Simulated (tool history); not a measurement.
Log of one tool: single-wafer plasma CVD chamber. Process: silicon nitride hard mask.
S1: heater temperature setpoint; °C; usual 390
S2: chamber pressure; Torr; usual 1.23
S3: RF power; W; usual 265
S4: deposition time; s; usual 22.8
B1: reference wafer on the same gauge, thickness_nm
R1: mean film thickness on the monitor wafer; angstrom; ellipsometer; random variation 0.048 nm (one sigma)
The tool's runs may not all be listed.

run	hour	S1	S2	S3	S4	B1	R1
1	0.0	390	1.35	265	25.6	22.876	243.59
2	16.1	390	1.23	230	22.8	22.907	182.50
3	29.8	390	1.23	230	22.8	22.910	182.21
4	43.3	390	1.23	265	22.8	22.904	205.57
5	59.9	390	1.23	265	22.8	22.894	205.93
6	75.9	390	1.23	265	22.8	22.914	205.18
# hour 93.6: showerhead replaced
# hour 95.8: gauge calibrated
7	121.7	390	1.23	265	22.8	22.908	203.01
8	129.7	390	1.23	265	22.8	22.886	203.80
# hour 139.1: thermocouple changed; heater temperature recalibrated
# hour 149.9: RF generator calibrated
9	150.4	404	1.23	235	26.2	22.910	221.07
10	163.3	390	0.99	305	22.8	22.921	205.12
11	174.6	390	1.35	265	25.6	22.907	251.20
# hour 206.3: capacitance manometer re-zeroed and calibrated
12	206.8	400	0.95	265	24.1	22.888	198.12
13	216.5	396	1.23	265	22.8	22.886	222.41
14	228.6	390	1.43	235	22.8	22.902	217.63
15	246.2	390	1.23	265	20.3	22.919	198.28
16	253.6	378	1.23	265	22.8	22.899	223.10
17	269.4	390	1.23	265	22.8	22.923	222.57

5 ways to go on from here, each from the tool as it stands after run 17. What would each give?
A	269.8	390	1.23	265	22.8	?	?
B	269.8	381	0.99	265	22.8	?	?
C	269.8	394	1.23	285	19.0	?	?
D	269.8	390	1.23	250	22.8	?	?
E	269.8	403	1.51	265	22.8	?	?

run	B1	R1
A	22.897	222.51
B	22.897	194.31
C	22.897	196.16
D	22.897	212.12
E	22.897	243.79
Without the tool's hidden state the same runs would have given:
run	R1
A	223.63
B	195.24
C	197.11
D	213.19
E	245.05
